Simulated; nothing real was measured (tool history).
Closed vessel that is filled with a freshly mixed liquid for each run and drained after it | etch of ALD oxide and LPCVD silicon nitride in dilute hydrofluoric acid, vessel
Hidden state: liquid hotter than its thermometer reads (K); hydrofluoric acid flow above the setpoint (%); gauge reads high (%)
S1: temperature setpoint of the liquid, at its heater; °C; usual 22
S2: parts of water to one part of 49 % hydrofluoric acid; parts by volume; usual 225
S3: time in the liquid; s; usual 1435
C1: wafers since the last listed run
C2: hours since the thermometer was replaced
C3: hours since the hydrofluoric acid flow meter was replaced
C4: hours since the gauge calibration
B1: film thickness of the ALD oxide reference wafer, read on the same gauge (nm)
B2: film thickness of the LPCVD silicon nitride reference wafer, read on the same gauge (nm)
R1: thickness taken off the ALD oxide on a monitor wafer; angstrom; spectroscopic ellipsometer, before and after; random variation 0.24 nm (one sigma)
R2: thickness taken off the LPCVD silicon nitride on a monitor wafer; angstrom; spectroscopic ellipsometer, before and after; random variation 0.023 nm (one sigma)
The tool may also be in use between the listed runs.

run	hour	S1	S2	S3	C1	C2	C3	C4	B1	B2	R1	R2
1	0	22	225	2095	0	621.3	2543.1	302.1	140.02	89.985	866.1	44.33
2	7	22	225	2095	392	628.3	2550.1	309.1	139.99	90.035	865.7	44.68
3	18.4	19	250	1435	638	639.7	2561.5	320.5	140.01	89.956	472.9	22.54
4	34.6	22	225	1435	907	655.9	2577.7	336.7	140.02	90.019	595.3	30.68
5	61.6	18	225	1620	1513	682.9	2604.7	363.7	140.02	89.999	576.2	26.67
6	77.1	22	185	1435	868	698.4	2620.2	379.2	140.03	89.953	752.9	37.39
7	93.5	22	225	1120	919	714.8	2636.6	395.6	139.98	89.953	467.6	24.32
8	110.7	22	225	1970	963	732	2653.8	412.8	140.03	90.053	819.1	42.04
9	120.4	22	225	1970	543	741.7	2663.5	422.5	140	89.955	825	42.42
10	132.3	22	225	1970	666	753.6	2675.4	434.4	140.03	89.983	827.2	42.65
# hour 136.2: hydrofluoric acid flow meter replaced
# hour 137.4: gauge calibrated
11	142.1	25.5	225	590	493	763.4	5.9	4.7	139.97	89.983	245.8	14.08
12	158.4	26	195	1115	913	779.7	22.2	21	140	90.002	561.4	32.06
13	166.3	22	225	1435	442	787.6	30.1	28.9	140.02	90.044	521.6	27.54
14	183.5	22	225	1435	963	804.8	47.3	46.1	139.98	89.983	524.3	27.57
# hour 188.1: thermometer replaced
15	196.5	18.5	120	1825	672	8.4	60.3	59.1	140.03	89.927	1167.3	48.18
16	206.1	20	310	830	538	18	69.9	68.7	139.97	89.973	182.3	9.77
17	215.6	17	255	2150	532	27.5	79.4	78.2	139.99	90.035	536.6	25.26
18	230.3	22	225	1435	823	42.2	94.1	92.9	139.98	90.022	510.4	26.58
19	236.5	22	225	1435	347	48.4	100.3	99.1	140	90.026	506.4	26.33
20	250.5	22	225	1200	784	62.4	114.3	113.1	140	89.949	427.9	21.52
21	260.6	22	225	1435	566	72.5	124.4	123.2	139.97	89.979	512.1	26.51
22	268.2	22	225	1435	425	80.1	132	130.8	139.96	90.006	512.9	25.96
23	280.6	22	225	1435	694	92.5	144.4	143.2	140	89.955	512.5	26.23
24	289.3	26	150	1850	487	101.2	153.1	151.9	139.98	90.006	1237.9	65.76
25	297.5	24	225	1435	459	109.4	161.3	160.1	139.99	89.999	553	29.9
26	305.1	17	225	1960	425	117	168.9	167.7	139.99	90	579.6	26.01
27	320.9	18	275	1850	885	132.8	184.7	183.5	140.02	90.005	442.5	21.86

Measured less the same run without the tool's hidden state. The same run-to-run variation is in both; the gauge's scatter may not be:
run	R1	R2
1	+153.1	+7.82
2	+153.5	+7.91
3	+84.9	+4.01
4	+107.2	+5.54
5	+105	+4.9
6	+136.6	+6.96
7	+86.7	+4.55
8	+153	+7.95
9	+154.9	+8.08
10	+156.3	+8.19
11	+16	+1.3
12	+37.7	+3.06
13	+36	+2.7
14	+37.4	+2.77
15	+42.3	+2.07
16	+7	+0.41
17	+21.1	+1.13
18	+20.6	+1.23
19	+20.8	+1.24
20	+18.3	+1.05
21	+22.5	+1.34
22	+22.9	+1.33
23	+23.6	+1.39
24	+57	+3.59
25	+26.5	+1.66
26	+28.7	+1.5
27	+22.7	+1.29

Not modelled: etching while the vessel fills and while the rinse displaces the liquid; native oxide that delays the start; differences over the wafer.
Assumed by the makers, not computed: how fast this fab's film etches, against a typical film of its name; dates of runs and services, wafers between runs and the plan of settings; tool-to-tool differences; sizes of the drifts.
